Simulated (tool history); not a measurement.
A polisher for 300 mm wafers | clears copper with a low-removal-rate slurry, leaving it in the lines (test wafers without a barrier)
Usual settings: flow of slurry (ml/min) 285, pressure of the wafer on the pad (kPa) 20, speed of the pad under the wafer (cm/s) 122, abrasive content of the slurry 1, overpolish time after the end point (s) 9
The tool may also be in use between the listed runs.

run    hour  flow of slurry (ml/min)  pressure of the wafer on the pad (kPa)  speed of the pad under the wafer (cm/s)  abrasive content of the slurry  overpolish time after the end point (s)  incoming thickness of the incoming film, nm  time until the end point was called (s)  dishing of a wide line in a test structure (Å)
  1       0                      285                                      20                                      122                               1                                        9                                        482.2                                    158.9                                             159
  2    41.5                      285                                      20                                      122                               1                                        9                                        482.5                                    162.5                                             159
  3    96.2                      285                                      20                                      122                               1                                        9                                        494.4                                    166.5                                             157
  4   381.7                      285                                      20                                      122                               1                                        9                                        487.5                                    167.9                                             153
      388.7  -- head pressure recalibrated
  5   447.5                      285                                      20                                      122                               1                                        9                                        494.6                                    179.8                                             147
      533.2  -- worn pad replaced by a new one
      549.1  -- slurry blender recalibrated
        567  -- slurry nozzle cleaned
  6   586.7                      285                                      20                                      122                               1                                        9                                        485.5                                    165.7                                             157
  7   687.6                      285                                      20                                      122                               1                                        9                                        485.1                                    168.9                                             155
  8   724.1                      285                                      20                                      122                               1                                        9                                        480.4                                    165.8                                             158
  9   781.8                      365                                    22.8                                      150                               1                                       12                                        489.6                                    123.6                                             238
 10   850.7                      285                                      20                                      122                             0.7                                        8                                        499.7                                    185.3                                             135
 11   937.2                      350                                      20                                      122                               1                                        9                                        485.5                                    170.4                                             155
 12  1009.7                      285                                      20                                      122                               1                                        9                                        487.5                                    171.1                                             150
       1122  -- worn pad replaced by a new one
     1188.7  -- slurry blender recalibrated
     1230.8  -- slurry nozzle cleaned
 13  1293.6                      225                                      20                                      100                               1                                        9                                        487.6                                      205                                             135
 14  1357.5                      345                                      20                                      122                            1.25                                        9                                        488.9                                    159.9                                             161

Forecast run 15:
 15  1454.9                      350                                    26.9                                      122                             0.9                                        9                                        495.3                                        ?                                               ?

Run 15 gave time until the end point was called (s) 131.6, dishing of a wide line in a test structure (Å) 186.
Without the tool's hidden state the same run would have given time until the end point was called (s) 123.9, dishing of a wide line in a test structure (Å) 194.
